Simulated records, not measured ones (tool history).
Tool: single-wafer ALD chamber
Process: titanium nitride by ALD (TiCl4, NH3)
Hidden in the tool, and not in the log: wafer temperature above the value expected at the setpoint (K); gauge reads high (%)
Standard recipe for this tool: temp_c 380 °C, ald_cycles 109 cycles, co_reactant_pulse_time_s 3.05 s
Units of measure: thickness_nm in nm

| run | hour | temp_c | ald_cycles | co_reactant_pulse_time_s | wafers since the last listed run | hours since the last thermocouple change | hours since the showerhead was replaced | hours since the gauge calibration | read-back reference wafer on the same gauge, thickness_nm | thickness_nm |
|---|---|---|---|---|---|---|---|---|---|---|
| 1 | 0.0 | 380 | 109 | 3.05 | 0 | 1663.0 | 4708.3 | 853.3 | 2.680 | 2.374 |
| 2 | 98.3 | 380 | 109 | 3.05 | 280 | 1761.3 | 4806.6 | 951.6 | 2.679 | 2.369 |
| 3 | 166.5 | 380 | 109 | 3.05 | 194 | 1829.5 | 4874.8 | 1019.8 | 2.680 | 2.367 |
| 4 | 226.4 | 380 | 109 | 3.05 | 170 | 1889.4 | 4934.7 | 1079.7 | 2.678 | 2.366 |
| 5 | 324.9 | 380 | 109 | 3.05 | 280 | 1987.9 | 5033.2 | 1178.2 | 2.680 | 2.367 |
| 6 | 393.3 | 380 | 109 | 3.05 | 194 | 2056.3 | 5101.6 | 1246.6 | 2.680 | 2.374 |
| 7 | 458.5 | 380 | 109 | 3.05 | 185 | 2121.5 | 5166.8 | 1311.8 | 2.680 | 2.362 |
| 8 | 518.1 | 390 | 103 | 3.05 | 169 | 2181.1 | 5226.4 | 1371.4 | 2.680 | 2.264 |
| 9 | 556.5 | 390 | 103 | 3.05 | 109 | 2219.5 | 5264.8 | 1409.8 | 2.681 | 2.248 |
| 10 | 633.3 | 390 | 103 | 3.05 | 218 | 2296.3 | 5341.6 | 1486.6 | 2.681 | 2.254 |
| 11 | 704.4 | 386 | 109 | 3.05 | 202 | 2367.4 | 5412.7 | 1557.7 | 2.681 | 2.378 |
|  | 778.6 | showerhead replaced |
| 12 | 791.6 | 380 | 109 | 3.89 | 225 | 2454.6 | 13.0 | 1644.9 | 2.680 | 2.400 |
|  | 847.4 | thermocouple changed; heater temperature recalibrated |
| 13 | 873.5 | 380 | 109 | 3.05 | 210 | 26.1 | 94.9 | 1726.8 | 2.679 | 2.362 |
| 14 | 921.3 | 370 | 109 | 3.73 | 136 | 73.9 | 142.7 | 1774.6 | 2.682 | 2.359 |
| 15 | 985.8 | 365 | 109 | 3.05 | 183 | 138.4 | 207.2 | 1839.1 | 2.679 | 2.314 |
|  | 1044.5 | gauge calibrated |
| 16 | 1178.1 | 387 | 127 | 4.27 | 548 | 330.7 | 399.5 | 133.6 | 2.681 | 2.808 |
| 17 | 1258.9 | 380 | 109 | 2.30 | 230 | 411.5 | 480.3 | 214.4 | 2.680 | 2.341 |
| 18 | 1311.9 | 380 | 109 | 2.50 | 151 | 464.5 | 533.3 | 267.4 | 2.681 | 2.349 |
| 19 | 1414.4 | 375 | 99 | 3.05 | 292 | 567.0 | 635.8 | 369.9 | 2.680 | 2.136 |
| 20 | 1493.1 | 380 | 109 | 3.05 | 224 | 645.7 | 714.5 | 448.6 | 2.680 | 2.371 |
| 21 | 1752.1 | 387 | 125 | 2.57 | 738 | 904.7 | 973.5 | 707.6 | 2.680 | 2.709 |
| 22 | 1937.2 | 380 | 109 | 3.05 | 527 | 1089.8 | 1158.6 | 892.7 | 2.680 | 2.375 |
| 23 | 1981.2 | 380 | 94 | 2.32 | 125 | 1133.8 | 1202.6 | 936.7 | 2.680 | 2.024 |
| 24 | 2080.9 | 369 | 99 | 3.89 | 284 | 1233.5 | 1302.3 | 1036.4 | 2.680 | 2.153 |

Across each entry between runs, compare the hidden state at the last listed run before it with the hidden state at the first listed run after it:
Between runs 11 and 12: showerhead replaced (hour 778.6)
  both runs share identical hidden conditions
Between runs 12 and 13: thermocouple changed; heater temperature recalibrated (hour 847.4)
  both runs share identical hidden conditions
Between runs 15 and 16: gauge calibrated (hour 1044.5)
  both runs share identical hidden conditions

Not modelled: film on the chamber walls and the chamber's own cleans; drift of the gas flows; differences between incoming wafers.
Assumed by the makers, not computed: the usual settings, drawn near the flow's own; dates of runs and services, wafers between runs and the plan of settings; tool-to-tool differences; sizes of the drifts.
